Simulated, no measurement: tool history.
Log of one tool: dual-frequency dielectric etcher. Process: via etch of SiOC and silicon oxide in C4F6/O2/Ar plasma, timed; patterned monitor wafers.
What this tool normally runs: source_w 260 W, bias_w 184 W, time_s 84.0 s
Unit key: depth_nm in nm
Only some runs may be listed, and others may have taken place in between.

run	hour	source_w	bias_w	time_s	read-back reference wafer on the same gauge, depth_nm	depth_nm
1	0.0	260	166	90.0	76.5	83.0
2	9.0	260	166	90.0	76.5	82.8
3	19.5	240	184	84.0	76.5	77.0
4	33.8	240	184	84.0	76.5	76.7
5	41.5	240	184	84.0	76.5	76.9
6	54.1	260	184	84.0	76.5	78.9
7	63.2	260	184	84.0	76.5	79.0
8	70.1	260	184	84.0	76.5	79.1
9	88.0	260	184	84.0	76.5	78.8
10	97.4	260	184	84.0	76.5	78.9
11	110.3	260	184	84.0	76.5	78.7
12	121.7	220	162	84.0	76.5	71.8
# hour 131.3: source power generator calibrated
13	139.4	220	162	84.0	76.6	71.8
14	156.2	260	184	84.0	76.5	78.7
# hour 156.5: gauge calibrated
15	165.5	260	172	70.5	76.5	64.9
# hour 197.1: upper electrode replaced
16	197.6	300	222	107.0	76.5	110.2
17	197.9	300	212	75.0	76.5	76.4
18	198.3	260	202	84.0	76.5	80.3
# hour 205.2: bias power generator calibrated
# hour 231.1: wet clean of the chamber
19	231.6	260	224	102.0	76.5	103.4
20	231.9	290	184	84.0	76.5	84.3
21	234.0	300	222	107.0	76.5	114.2
22	251.6	260	184	84.0	76.5	81.0
23	258.2	260	184	84.0	76.5	80.8
24	270.6	290	214	63.0	76.5	65.6
25	284.1	220	210	98.0	76.5	91.6
26	300.7	260	184	84.0	76.5	80.5
27	316.7	240	184	64.0	76.5	59.6

Predict each of these 3 candidate next runs independently; none follows another, all start after run 27:
A	317.1	260	184	84.0	?	?
B	317.1	260	184	101.0	?	?
C	317.1	230	184	68.5	?	?

run	read-back reference wafer on the same gauge, depth_nm	depth_nm
A	76.5	80.7
B	76.5	97.0
C	76.5	62.9
With no hidden state in the tool, these same runs would have given:
run	depth_nm
A	81.6
B	98.1
C	63.6
